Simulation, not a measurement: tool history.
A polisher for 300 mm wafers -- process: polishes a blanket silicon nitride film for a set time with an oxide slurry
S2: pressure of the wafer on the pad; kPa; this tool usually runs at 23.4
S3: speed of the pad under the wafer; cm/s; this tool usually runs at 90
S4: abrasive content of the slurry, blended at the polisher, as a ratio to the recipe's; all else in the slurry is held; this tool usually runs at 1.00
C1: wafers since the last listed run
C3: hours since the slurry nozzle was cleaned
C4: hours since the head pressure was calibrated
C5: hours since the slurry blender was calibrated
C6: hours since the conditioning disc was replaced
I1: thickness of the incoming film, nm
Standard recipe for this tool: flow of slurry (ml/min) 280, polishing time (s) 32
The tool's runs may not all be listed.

run 1 day=0.000 | flow_of_slurry_(ml/min)=280 S2=23.4 S3=90 S4=1.00 polishing_time_(s)=32 | C1=0 wafers_polished_on_this_pad=3499 C3=183.5 C4=505.5 C5=226.5 C6=472.7 | I1=263.3 | film_removed_(Å)=163
run 2 day=2.046 | flow_of_slurry_(ml/min)=280 S2=23.4 S3=90 S4=1.00 polishing_time_(s)=32 | C1=667 wafers_polished_on_this_pad=4166 C3=232.6 C4=554.6 C5=275.6 C6=521.8 | I1=259.0 | film_removed_(Å)=157
run 3 day=3.117 | flow_of_slurry_(ml/min)=280 S2=20.7 S3=90 S4=1.00 polishing_time_(s)=32 | C1=349 wafers_polished_on_this_pad=4516 C3=258.3 C4=580.3 C5=301.3 C6=547.5 | I1=257.8 | film_removed_(Å)=136
-- day=5.212 worn pad replaced by a new one
run 4 day=5.233 | flow_of_slurry_(ml/min)=280 S2=20.7 S3=90 S4=1.00 polishing_time_(s)=32 | C1=636 wafers_polished_on_this_pad=7 C3=309.1 C4=631.1 C5=352.1 C6=598.3 | I1=260.0 | film_removed_(Å)=153
-- day=5.562 conditioning disc replaced and pad reconditioned
-- day=7.779 slurry blender recalibrated
run 5 day=11.933 | flow_of_slurry_(ml/min)=280 S2=23.4 S3=90 S4=1.00 polishing_time_(s)=32 | C1=2132 wafers_polished_on_this_pad=2139 C3=469.9 C4=791.9 C5=99.7 C6=152.9 | I1=258.2 | film_removed_(Å)=166
-- day=14.517 head pressure recalibrated
run 6 day=14.642 | flow_of_slurry_(ml/min)=280 S2=23.4 S3=90 S4=1.00 polishing_time_(s)=32 | C1=856 wafers_polished_on_this_pad=2996 C3=534.9 C4=3.0 C5=164.7 C6=217.9 | I1=265.0 | film_removed_(Å)=160
run 7 day=16.842 | flow_of_slurry_(ml/min)=280 S2=23.4 S3=90 S4=1.00 polishing_time_(s)=32 | C1=718 wafers_polished_on_this_pad=3714 C3=587.7 C4=55.8 C5=217.5 C6=270.7 | I1=257.5 | film_removed_(Å)=155
run 8 day=18.308 | flow_of_slurry_(ml/min)=280 S2=23.4 S3=90 S4=1.00 polishing_time_(s)=32 | C1=478 wafers_polished_on_this_pad=4193 C3=622.9 C4=91.0 C5=252.7 C6=305.9 | I1=260.4 | film_removed_(Å)=154
run 9 day=20.925 | flow_of_slurry_(ml/min)=280 S2=23.4 S3=90 S4=1.00 polishing_time_(s)=32 | C1=854 wafers_polished_on_this_pad=5047 C3=685.7 C4=153.8 C5=315.5 C6=368.7 | I1=261.6 | film_removed_(Å)=141
-- day=21.633 worn pad replaced by a new one
run 10 day=23.479 | flow_of_slurry_(ml/min)=280 S2=23.4 S3=90 S4=1.00 polishing_time_(s)=32 | C1=779 wafers_polished_on_this_pad=602 C3=747.0 C4=215.1 C5=376.8 C6=430.0 | I1=258.5 | film_removed_(Å)=162
-- day=23.779 slurry blender recalibrated
-- day=23.833 slurry nozzle cleaned
run 11 day=25.921 | flow_of_slurry_(ml/min)=280 S2=23.4 S3=90 S4=1.00 polishing_time_(s)=32 | C1=756 wafers_polished_on_this_pad=1358 C3=50.1 C4=273.7 C5=51.4 C6=488.6 | I1=259.0 | film_removed_(Å)=175
run 12 day=28.250 | flow_of_slurry_(ml/min)=250 S2=30.3 S3=90 S4=1.20 polishing_time_(s)=41 | C1=760 wafers_polished_on_this_pad=2118 C3=106.0 C4=329.6 C5=107.3 C6=544.5 | I1=260.9 | film_removed_(Å)=294
run 13 day=29.325 | flow_of_slurry_(ml/min)=280 S2=29.6 S3=90 S4=1.00 polishing_time_(s)=32 | C1=350 wafers_polished_on_this_pad=2469 C3=131.8 C4=355.4 C5=133.1 C6=570.3 | I1=259.4 | film_removed_(Å)=207
-- day=30.971 conditioning disc replaced and pad reconditioned
run 14 day=31.929 | flow_of_slurry_(ml/min)=280 S2=23.4 S3=104 S4=1.00 polishing_time_(s)=28 | C1=822 wafers_polished_on_this_pad=3292 C3=194.3 C4=417.9 C5=195.6 C6=23.0 | I1=261.5 | film_removed_(Å)=158
run 15 day=33.446 | flow_of_slurry_(ml/min)=340 S2=23.4 S3=62 S4=1.00 polishing_time_(s)=32 | C1=495 wafers_polished_on_this_pad=3787 C3=230.7 C4=454.3 C5=232.0 C6=59.4 | I1=260.8 | film_removed_(Å)=119
run 16 day=34.754 | flow_of_slurry_(ml/min)=250 S2=26.2 S3=90 S4=1.00 polishing_time_(s)=23 | C1=427 wafers_polished_on_this_pad=4214 C3=262.1 C4=485.7 C5=263.4 C6=90.8 | I1=264.3 | film_removed_(Å)=122
-- day=38.279 worn pad replaced by a new one
-- day=41.979 slurry blender recalibrated
run 17 day=43.083 | flow_of_slurry_(ml/min)=365 S2=23.4 S3=104 S4=1.00 polishing_time_(s)=32 | C1=2637 wafers_polished_on_this_pad=1541 C3=462.0 C4=685.6 C5=26.5 C6=290.7 | I1=259.8 | film_removed_(Å)=192
run 18 day=45.812 | flow_of_slurry_(ml/min)=280 S2=23.4 S3=78 S4=1.00 polishing_time_(s)=32 | C1=890 wafers_polished_on_this_pad=2431 C3=527.5 C4=751.1 C5=92.0 C6=356.2 | I1=265.1 | film_removed_(Å)=145
run 19 day=47.533 | flow_of_slurry_(ml/min)=280 S2=17.2 S3=64 S4=1.25 polishing_time_(s)=27 | C1=561 wafers_polished_on_this_pad=2993 C3=568.8 C4=792.4 C5=133.3 C6=397.5 | I1=256.7 | film_removed_(Å)=84
run 20 day=49.262 | flow_of_slurry_(ml/min)=280 S2=20.0 S3=90 S4=1.00 polishing_time_(s)=32 | C1=564 wafers_polished_on_this_pad=3558 C3=610.3 C4=833.9 C5=174.8 C6=439.0 | I1=263.4 | film_removed_(Å)=134
run 21 day=50.317 | flow_of_slurry_(ml/min)=210 S2=23.4 S3=112 S4=1.00 polishing_time_(s)=32 | C1=344 wafers_polished_on_this_pad=3902 C3=635.6 C4=859.2 C5=200.1 C6=464.3 | I1=255.3 | film_removed_(Å)=176
-- day=52.996 conditioning disc replaced and pad reconditioned
-- day=53.917 head pressure recalibrated
-- day=54.992 worn pad replaced by a new one
-- day=56.304 slurry nozzle cleaned
run 22 day=57.996 | flow_of_slurry_(ml/min)=280 S2=23.4 S3=114 S4=1.00 polishing_time_(s)=32 | C1=2384 wafers_polished_on_this_pad=967 C3=40.6 C4=97.9 C5=384.4 C6=120.0 | I1=257.6 | film_removed_(Å)=204
run 23 day=60.271 | flow_of_slurry_(ml/min)=280 S2=23.4 S3=90 S4=1.00 polishing_time_(s)=32 | C1=742 wafers_polished_on_this_pad=1710 C3=95.2 C4=152.5 C5=439.0 C6=174.6 | I1=259.0 | film_removed_(Å)=172
-- day=61.212 slurry blender recalibrated
run 24 day=62.350 | flow_of_slurry_(ml/min)=280 S2=23.4 S3=90 S4=1.00 polishing_time_(s)=32 | C1=651 wafers_polished_on_this_pad=2361 C3=145.1 C4=202.4 C5=27.3 C6=224.5 | I1=260.0 | film_removed_(Å)=166

Run 25 is up next; what results do you expect?
run 25 day=64.054 | flow_of_slurry_(ml/min)=280 S2=23.4 S3=90 S4=1.10 polishing_time_(s)=32 | C1=556 wafers_polished_on_this_pad=2917 C3=186.0 C4=243.3 C5=68.2 C6=265.4 | I1=258.7 | film_removed_(Å)=?

{"run 25": {"film removed (Å)": 171}}
The same run, on a tool lacking any hidden state, would have yielded film removed (Å) 191.
